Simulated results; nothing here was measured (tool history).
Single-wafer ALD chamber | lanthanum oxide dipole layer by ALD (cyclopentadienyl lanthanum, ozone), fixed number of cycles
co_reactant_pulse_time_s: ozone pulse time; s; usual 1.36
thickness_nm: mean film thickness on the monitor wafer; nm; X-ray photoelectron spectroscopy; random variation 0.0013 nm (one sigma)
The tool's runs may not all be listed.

| run | day | co_reactant_pulse_time_s | read-back reference wafer on the same gauge, thickness_nm | thickness_nm |
|---|---|---|---|---|
| 1 | 0 | 1.36 | 0.496 | 0.516 |
| 2 | 1.088 | 1.36 | 0.496 | 0.517 |
| 3 | 2.467 | 1.36 | 0.496 | 0.519 |
| 4 | 4.279 | 1.72 | 0.496 | 0.549 |
| 5 | 5.462 | 1.1 | 0.496 | 0.46 |
| 6 | 7.908 | 1.1 | 0.496 | 0.461 |
| 7 | 10.088 | 1.36 | 0.496 | 0.515 |
| 8 | 12.329 | 1.36 | 0.496 | 0.515 |
| 9 | 13.379 | 1.57 | 0.496 | 0.538 |
| 10 | 15.908 | 1.04 | 0.496 | 0.439 |
|  | 17.579 | gauge calibrated |
| 11 | 17.771 | 1.04 | 0.496 | 0.436 |
| 12 | 19.908 | 1.36 | 0.496 | 0.511 |
|  | 20.696 | thermocouple changed; heater temperature recalibrated |
|  | 21.712 | ozone generator serviced |
| 13 | 21.733 | 1.36 | 0.496 | 0.529 |
| 14 | 24.375 | 1.36 | 0.496 | 0.531 |
| 15 | 26.821 | 1.36 | 0.496 | 0.527 |
| 16 | 29.8 | 0.9 | 0.496 | 0.402 |
| 17 | 31.171 | 1.36 | 0.496 | 0.528 |
| 18 | 33.296 | 0.95 | 0.496 | 0.426 |
| 19 | 35.067 | 1.17 | 0.496 | 0.495 |
| 20 | 37.492 | 1.78 | 0.496 | 0.557 |
| 21 | 40.121 | 1.36 | 0.496 | 0.528 |
| 22 | 41.683 | 0.99 | 0.496 | 0.439 |
| 23 | 43.038 | 1.36 | 0.496 | 0.527 |
| 24 | 46.004 | 1.59 | 0.496 | 0.546 |
| 25 | 47.725 | 1.36 | 0.496 | 0.522 |
| 26 | 49.129 | 1.68 | 0.496 | 0.551 |
|  | 49.683 | gauge calibrated |
|  | 49.95 | showerhead replaced |
| 27 | 51.929 | 1.36 | 0.496 | 0.522 |
| 28 | 59.5 | 1.06 | 0.496 | 0.456 |
| 29 | 61.946 | 1.58 | 0.496 | 0.545 |
| 30 | 64.179 | 1.9 | 0.496 | 0.559 |
| 31 | 66.129 | 1.16 | 0.496 | 0.482 |

Forecast each of these 5 alternatives for the next run:
| A | 66.146 | 1.69 | ? | ? |
| B | 66.146 | 1.89 | ? | ? |
| C | 66.146 | 1.86 | ? | ? |
| D | 66.146 | 1.76 | ? | ? |
| E | 66.146 | 1.82 | ? | ? |

| run | read-back reference wafer on the same gauge, thickness_nm | thickness_nm |
|---|---|---|
| A | 0.496 | 0.549 |
| B | 0.496 | 0.558 |
| C | 0.496 | 0.557 |
| D | 0.496 | 0.553 |
| E | 0.496 | 0.555 |
Without the tool's hidden state the same runs would have given:
| run | thickness_nm |
|---|---|
| A | 0.555 |
| B | 0.562 |
| C | 0.561 |
| D | 0.558 |
| E | 0.56 |
